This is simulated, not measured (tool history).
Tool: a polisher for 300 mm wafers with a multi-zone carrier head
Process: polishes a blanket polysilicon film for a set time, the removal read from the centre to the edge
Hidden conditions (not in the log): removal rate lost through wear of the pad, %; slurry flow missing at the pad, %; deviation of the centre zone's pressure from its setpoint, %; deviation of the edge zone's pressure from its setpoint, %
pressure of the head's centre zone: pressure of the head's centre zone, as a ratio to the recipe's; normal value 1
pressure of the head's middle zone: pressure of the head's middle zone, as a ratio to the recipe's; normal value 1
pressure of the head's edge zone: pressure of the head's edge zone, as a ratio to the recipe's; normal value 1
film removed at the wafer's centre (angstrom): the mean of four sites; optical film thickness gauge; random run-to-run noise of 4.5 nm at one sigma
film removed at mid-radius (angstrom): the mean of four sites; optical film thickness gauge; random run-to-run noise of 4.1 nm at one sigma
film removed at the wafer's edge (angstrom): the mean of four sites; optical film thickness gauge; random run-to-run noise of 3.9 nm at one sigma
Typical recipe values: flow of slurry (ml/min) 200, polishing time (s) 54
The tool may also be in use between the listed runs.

run	hour	flow of slurry (ml/min)	pressure of the head's centre zone	pressure of the head's middle zone	pressure of the head's edge zone	polishing time (s)	wafers since the last listed run	wafers polished on this pad	hours since the slurry nozzle was cleaned	hours since the centre zone pressure was calibrated	hours since the edge zone pressure was calibrated	hours since the carrier head's membrane was replaced	incoming thickness of the incoming film, nm	film removed at the wafer's centre (angstrom)	film removed at mid-radius (angstrom)	film removed at the wafer's edge (angstrom)
1	0	200	1	1	1	54	0	567	222.1	270.4	283.4	259.4	1038.3	3942	4325	4377
2	20.4	200	1	1	1	54	197	765	242.5	290.8	303.8	279.8	1001.3	3940	4351	4391
3	48.7	200	1	1	1	54	274	1039	270.8	319.1	332.1	308.1	1027.6	3891	4350	4446
# hour 63.9: worn pad replaced by a new one
4	64.4	170	1	1	1	54	113	4	286.5	334.8	347.8	323.8	1012.6	3742	4285	4303
5	87.6	200	1	1	1	54	225	229	309.7	358	371	347	1025.1	3947	4397	4453
6	106.5	200	1	1	1	54	183	413	328.6	376.9	389.9	365.9	1031	3914	4453	4405
7	122.3	200	1	1	1	54	153	566	344.4	392.7	405.7	381.7	1015.1	3991	4390	4413
8	144.8	200	1	1	1	54	218	784	366.9	415.2	428.2	404.2	1027.8	3842	4382	4449
9	169.4	200	1	1	1	54	238	1023	391.5	439.8	452.8	428.8	1031.5	3900	4378	4343
# hour 182.7: edge zone pressure recalibrated
10	191.5	200	1	1	1	54	195	1218	413.6	461.9	8.8	450.9	1010	3961	4329	4394
# hour 209.3: worn pad replaced by a new one
11	225.4	200	1	1	1	54	290	156	447.5	495.8	42.7	484.8	1029.8	3977	4430	4428
12	251.3	200	1	1.03	1	54	251	407	473.4	521.7	68.6	510.7	1022.6	3962	4489	4470
13	281.8	200	1.09	1	1	54	295	703	503.9	552.2	99.1	541.2	1014.2	4136	4403	4447
14	312	270	1	1	1	54	292	996	534.1	582.4	129.3	571.4	1011.5	4030	4529	4515
# hour 326.2: carrier head's membrane replaced by a new one
# hour 335.5: worn pad replaced by a new one
15	336	150	1.04	1	1	54	145	4	558.1	606.4	153.3	9.8	1020.4	3769	4163	4241
16	356	200	1	1.08	1.11	54	194	198	578.1	626.4	173.3	29.8	1003.2	3849	4552	4613
17	377.9	200	1	1	1	54	212	411	600	648.3	195.2	51.7	1017.3	3813	4373	4355
18	390.5	200	1	1	1	54	122	533	612.6	660.9	207.8	64.3	1023.2	3836	4367	4347
# hour 393: centre zone pressure recalibrated
# hour 400.3: slurry nozzle cleaned
19	408.9	200	0.89	1.09	1	54	149	682	8.6	15.9	226.2	82.7	1028.3	3953	4603	4396
# hour 450.7: worn pad replaced by a new one
20	473.6	230	1.05	0.95	1	43	588	221	73.3	80.6	290.9	147.4	1024.4	3530	3428	3607
21	501.2	200	1	1	1	54	267	489	100.9	108.2	318.5	175	1016	4118	4415	4426
22	518.8	200	1	1	1	54	170	660	118.5	125.8	336.1	192.6	1014.3	4186	4378	4380

Predict each of these 3 candidate next runs independently; none follows another, all start after run 22:
A	519.2	145	1	1	1	54	3	664	118.9	126.2	336.5	193	1016.1	?	?	?
B	519.2	200	1	1	1	62	3	664	118.9	126.2	336.5	193	1016.1	?	?	?
C	519.2	200	1.07	1	1	54	3	664	118.9	126.2	336.5	193	1016.1	?	?	?

run	film removed at the wafer's centre (angstrom)	film removed at mid-radius (angstrom)	film removed at the wafer's edge (angstrom)
A	3864	4216	4244
B	4717	5111	5069
C	4328	4450	4415
Without the tool's hidden state the same runs would have given:
run	film removed at the wafer's centre (angstrom)	film removed at mid-radius (angstrom)	film removed at the wafer's edge (angstrom)
A	4027	4215	4244
B	4916	5110	5069
C	4510	4449	4415

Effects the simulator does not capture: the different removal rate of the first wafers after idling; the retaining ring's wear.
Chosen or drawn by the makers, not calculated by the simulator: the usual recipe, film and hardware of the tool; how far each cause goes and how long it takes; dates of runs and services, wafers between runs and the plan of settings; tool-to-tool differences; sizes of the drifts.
